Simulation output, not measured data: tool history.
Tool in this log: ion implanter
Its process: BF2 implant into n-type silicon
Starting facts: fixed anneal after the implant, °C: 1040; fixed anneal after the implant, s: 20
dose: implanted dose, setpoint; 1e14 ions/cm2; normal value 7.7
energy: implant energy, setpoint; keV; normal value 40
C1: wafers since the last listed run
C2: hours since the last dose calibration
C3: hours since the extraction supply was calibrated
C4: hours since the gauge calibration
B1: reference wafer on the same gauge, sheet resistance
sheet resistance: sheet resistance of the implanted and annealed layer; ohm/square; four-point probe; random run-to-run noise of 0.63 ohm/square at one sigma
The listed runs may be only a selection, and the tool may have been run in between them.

Run 1, hour 0: usual settings; C1 0; C2 122.4; C3 2606.7; C4 671.2; B1 169. Result: sheet resistance 150.38 ohm/square.
Run 2, hour 45.1: usual settings but energy 48.5 keV; C1 492; C2 167.5; C3 2651.8; C4 716.3; B1 169.08. Result: sheet resistance 146.47 ohm/square.
Run 3, hour 112.5: usual settings but energy 48.5 keV; C1 736; C2 234.9; C3 2719.2; C4 783.7; B1 169.33. Result: sheet resistance 147.26 ohm/square.
Run 4, hour 147.8: usual settings but energy 48.5 keV; C1 385; C2 270.2; C3 2754.5; C4 819; B1 169.32. Result: sheet resistance 147.52 ohm/square.
Run 5, hour 190.5: usual settings but energy 30 keV; C1 466; C2 312.9; C3 2797.2; C4 861.7; B1 169.51. Result: sheet resistance 157.26 ohm/square.
Run 6, hour 227.4: usual settings but energy 30 keV; C1 402; C2 349.8; C3 2834.1; C4 898.6; B1 169.34. Result: sheet resistance 157.68 ohm/square.
Run 7, hour 263.1: usual settings but energy 30 keV; C1 389; C2 385.5; C3 2869.8; C4 934.3; B1 169.43. Result: sheet resistance 158.17 ohm/square.
Run 8, hour 300: usual settings but dose 9.42 1e14 ions/cm2; C1 402; C2 422.4; C3 2906.7; C4 971.2; B1 169.76. Result: sheet resistance 128.78 ohm/square.
Run 9, hour 349.7: usual settings but dose 9.42 1e14 ions/cm2; C1 542; C2 472.1; C3 2956.4; C4 1020.9; B1 169.95. Result: sheet resistance 128.49 ohm/square.
Run 10, hour 419.6: usual settings but dose 9.42 1e14 ions/cm2; C1 763; C2 542; C3 3026.3; C4 1090.8; B1 169.9. Result: sheet resistance 129.27 ohm/square.
Run 11, hour 465: usual settings but dose 8.51 1e14 ions/cm2, energy 47 keV; C1 495; C2 587.4; C3 3071.7; C4 1136.2; B1 170.31. Result: sheet resistance 136.2 ohm/square.
At hour 547.5: Faraday cup replaced and dose calibrated.
At hour 568.2: extraction supply calibrated.
Run 12, hour 587.9: usual settings but dose 8.51 1e14 ions/cm2, energy 47 keV; C1 1167; C2 40.4; C3 19.7; C4 1259.1; B1 170.76. Result: sheet resistance 136.92 ohm/square.
Run 13, hour 614.9: usual settings but dose 8.51 1e14 ions/cm2, energy 47 keV; C1 294; C2 67.4; C3 46.7; C4 1286.1; B1 170.72. Result: sheet resistance 136.79 ohm/square.
Run 14, hour 666.6: usual settings; C1 564; C2 119.1; C3 98.4; C4 1337.8; B1 170.83. Result: sheet resistance 152.41 ohm/square.
Run 15, hour 704.7: usual settings; C1 416; C2 157.2; C3 136.5; C4 1375.9; B1 170.99. Result: sheet resistance 152.76 ohm/square.
Run 16, hour 759.1: usual settings but dose 5.62 1e14 ions/cm2; C1 594; C2 211.6; C3 190.9; C4 1430.3; B1 171.29. Result: sheet resistance 201.72 ohm/square.
Run 17, hour 815.4: usual settings but dose 6.67 1e14 ions/cm2, energy 29 keV; C1 614; C2 267.9; C3 247.2; C4 1486.6; B1 171.68. Result: sheet resistance 180.24 ohm/square.
At hour 863.4: gauge calibrated.
Run 18, hour 881.7: usual settings but dose 10 1e14 ions/cm2; C1 723; C2 334.2; C3 313.5; C4 18.3; B1 167.73. Result: sheet resistance 120.86 ohm/square.
Run 19, hour 948.6: usual settings but dose 9.58 1e14 ions/cm2, energy 51.5 keV; C1 730; C2 401.1; C3 380.4; C4 85.2; B1 167.42. Result: sheet resistance 119.84 ohm/square.
Run 20, hour 1007.8: usual settings but dose 6.65 1e14 ions/cm2, energy 47 keV; C1 646; C2 460.3; C3 439.6; C4 144.4; B1 167.66. Result: sheet resistance 166.93 ohm/square.
Run 21, hour 1037.6: usual settings but dose 9.01 1e14 ions/cm2, energy 44 keV; C1 325; C2 490.1; C3 469.4; C4 174.2; B1 167.67. Result: sheet resistance 129.45 ohm/square.
Run 22, hour 1091.3: usual settings but energy 45.5 keV; C1 586; C2 543.8; C3 523.1; C4 227.9; B1 167.57. Result: sheet resistance 146.81 ohm/square.
Run 23, hour 1128.2: usual settings; C1 402; C2 580.7; C3 560; C4 264.8; B1 167.63. Result: sheet resistance 149.38 ohm/square.
At hour 1143.1: Faraday cup replaced and dose calibrated.
Run 24, hour 1164: usual settings but dose 5.63 1e14 ions/cm2, energy 28.5 keV; C1 303; C2 20.9; C3 595.8; C4 300.6; B1 167.61. Result: sheet resistance 203.37 ohm/square.
Run 25, hour 1194.4: usual settings but dose 6.92 1e14 ions/cm2, energy 36 keV; C1 331; C2 51.3; C3 626.2; C4 331; B1 167.82. Result: sheet resistance 165.19 ohm/square.
Run 26, hour 1242.7: usual settings but dose 5.57 1e14 ions/cm2, energy 29.5 keV; C1 527; C2 99.6; C3 674.5; C4 379.3; B1 167.69. Result: sheet resistance 204.41 ohm/square.
Run 27, hour 1305.1: usual settings; C1 681; C2 162; C3 736.9; C4 441.7; B1 167.94. Result: sheet resistance 148.69 ohm/square.
Run 28, hour 1395.4: usual settings but dose 8.9 1e14 ions/cm2, energy 47 keV; C1 986; C2 252.3; C3 827.2; C4 532; B1 168.08. Result: sheet resistance 129.52 ohm/square.

Consider 5 possible next runs. They are alternatives, not a sequence: every one starts from the tool as it was left by run 28. What does each give?
Run A, hour 1395.8: usual settings; C1 4; C2 252.7; C3 827.6; C4 532.4; B1 ?. Result: sheet resistance ?.
Run B, hour 1395.8: usual settings but dose 7.09 1e14 ions/cm2, energy 51 keV; C1 4; C2 252.7; C3 827.6; C4 532.4; B1 ?. Result: sheet resistance ?.
Run C, hour 1395.8: usual settings but dose 6.81 1e14 ions/cm2, energy 49.5 keV; C1 4; C2 252.7; C3 827.6; C4 532.4; B1 ?. Result: sheet resistance ?.
Run D, hour 1395.8: usual settings but dose 8.92 1e14 ions/cm2, energy 51.5 keV; C1 4; C2 252.7; C3 827.6; C4 532.4; B1 ?. Result: sheet resistance ?.
Run E, hour 1395.8: usual settings but dose 6.51 1e14 ions/cm2, energy 36 keV; C1 4; C2 252.7; C3 827.6; C4 532.4; B1 ?. Result: sheet resistance ?.

run      B1  sheet resistance
  A  168.06            150.44
  B  168.06            157.73
  C  168.06            163.95
  D  168.06            128.72
  E  168.06            175.92
Stripped of hidden state, with their random variation kept, the same runs would have yielded:
run  sheet resistance
  A            150.43
  B            157.73
  C            163.94
  D            128.72
  E            175.91

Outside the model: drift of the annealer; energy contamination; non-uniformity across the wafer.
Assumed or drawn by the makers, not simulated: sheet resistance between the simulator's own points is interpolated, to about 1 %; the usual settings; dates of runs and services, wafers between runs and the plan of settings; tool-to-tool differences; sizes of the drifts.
